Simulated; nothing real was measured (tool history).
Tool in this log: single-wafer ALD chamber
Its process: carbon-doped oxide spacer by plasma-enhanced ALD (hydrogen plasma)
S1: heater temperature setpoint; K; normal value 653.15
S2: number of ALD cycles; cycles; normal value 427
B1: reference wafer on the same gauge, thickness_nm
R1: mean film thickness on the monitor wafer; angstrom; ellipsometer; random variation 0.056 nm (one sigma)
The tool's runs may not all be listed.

run,hour,S1,S2,B1,R1
1,0.0,661.15,391,20.094,202.91
2,34.6,664.15,481,20.065,248.50
3,50.0,663.15,427,20.056,220.89
4,130.0,663.15,427,19.985,220.27
5,144.4,663.15,427,19.999,220.28
6,172.7,653.15,427,19.952,220.90
7,205.9,653.15,427,19.936,219.25
8,239.6,653.15,389,19.929,200.91
9,264.1,653.15,389,19.916,200.64
10,282.2,653.15,427,19.887,219.37
# hour 294.7: thermocouple changed; heater temperature recalibrated
11,307.9,653.15,427,19.876,219.61
# hour 315.2: gauge calibrated
12,330.0,653.15,427,20.346,223.90
13,350.9,653.15,427,20.314,223.73
14,370.5,653.15,427,20.295,223.64
15,405.3,648.15,427,20.273,223.76
16,428.7,640.15,374,20.259,195.10
17,447.8,639.15,482,20.239,252.60
18,465.1,653.15,427,20.235,223.17

Predict the results of run 19:
19,484.6,660.15,506,?,?

{"run 19": {"B1": 20.216, "R1": 264.28}}
With no hidden state in the tool, this same run would have given R1 265.32 angstrom.
